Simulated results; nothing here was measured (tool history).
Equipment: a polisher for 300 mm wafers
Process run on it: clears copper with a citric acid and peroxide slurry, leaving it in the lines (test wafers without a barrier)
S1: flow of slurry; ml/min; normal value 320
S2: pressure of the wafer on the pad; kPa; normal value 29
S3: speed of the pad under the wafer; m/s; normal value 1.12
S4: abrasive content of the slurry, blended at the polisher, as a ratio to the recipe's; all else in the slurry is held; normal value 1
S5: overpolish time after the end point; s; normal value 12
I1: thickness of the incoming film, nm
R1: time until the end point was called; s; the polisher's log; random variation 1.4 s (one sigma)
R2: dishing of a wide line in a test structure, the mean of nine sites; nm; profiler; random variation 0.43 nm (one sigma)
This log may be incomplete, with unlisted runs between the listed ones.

run,day,S1,S2,S3,S4,S5,I1,R1,R2
1,0,320,21.4,1.12,1,12,423.6,140.8,25.9
2,1.638,320,21.4,1.12,1,12,422.9,143.3,25.3
3,2.892,320,21.4,1.12,1,12,418,141,25.5
4,5.238,320,29,1.12,1,12,428.4,107.8,33
5,7.917,320,29,1.12,1,12,426.7,113.7,32.2
6,9.179,320,29,1.12,1,12,425.4,112.3,32.1
7,10.7,320,29,1.12,1,14,425.5,107.3,38.4
8,11.717,320,29,1.12,1,14,420.9,104.9,39
9,14.608,320,37.9,1.12,1,12,414.9,80.9,41.1
10,23.404,320,29,1.12,1,19,427.5,107.4,49.4
11,26.096,320,37.9,1.44,1,12,423,63.8,52
12,27.733,270,29,0.84,1.1,14,417.9,138.1,29.5
13,30.242,240,24.1,1.12,1,16,415.8,137.1,34.9
14,37.258,255,23.4,1.12,1,12,421.3,133,27.5
15,39.858,405,29,1.48,1,12,423.6,81,41.7
16,42.812,320,29,1.12,1,12,425.3,117.5,32.5

The log once held 10 entries between its listed runs, left out of this copy. Where does each go, and what is different about the tool's unlogged condition between the listed run before it and the listed run after it?
After run 4, before run 5: worn pad replaced by a new one (day 7.867)
  abrasive missing from the slurry, %: 15.5 -> 27.8
  the result without the hidden state subtracted from the measured one, R1: +3.1 -> +6.2 s; R2: -0.9 -> -1.6 nm
After run 6, before run 7: slurry blender recalibrated (day 9.658)
  abrasive missing from the slurry, %: 35 -> 2.16
  the result without the hidden state subtracted from the measured one, R1: +7.8 -> +0.4 s; R2: -2.1 -> -0.1 nm
After run 9, before run 10: worn pad replaced by a new one (day 15.533); slurry nozzle cleaned (day 20.175); slurry blender recalibrated (day 21.358); head pressure recalibrated (day 21.504)
  abrasive missing from the slurry, %: 8.28 -> 3
  the result without the hidden state subtracted from the measured one, R1: +1.2 -> +0.6 s; R2: -0.5 -> -0.3 nm
After run 10, before run 11: worn pad replaced by a new one (day 23.796)
  abrasive missing from the slurry, %: 3 -> 7.76
  the result without the hidden state subtracted from the measured one, R1: +0.6 -> +0.9 s; R2: -0.3 -> -0.6 nm
After run 13, before run 14: worn pad replaced by a new one (day 32.35); slurry blender recalibrated (day 32.612)
  abrasive missing from the slurry, %: 22.5 -> 12.2
  the result without the hidden state subtracted from the measured one, R1: +6 -> +3 s; R2: -1.4 -> -0.5 nm
After run 15, before run 16: worn pad replaced by a new one (day 41.246)
  abrasive missing from the slurry, %: 20.2 -> 33.7
  the result without the hidden state subtracted from the measured one, R1: +3.1 -> +7.8 s; R2: -1.4 -> -2 nm

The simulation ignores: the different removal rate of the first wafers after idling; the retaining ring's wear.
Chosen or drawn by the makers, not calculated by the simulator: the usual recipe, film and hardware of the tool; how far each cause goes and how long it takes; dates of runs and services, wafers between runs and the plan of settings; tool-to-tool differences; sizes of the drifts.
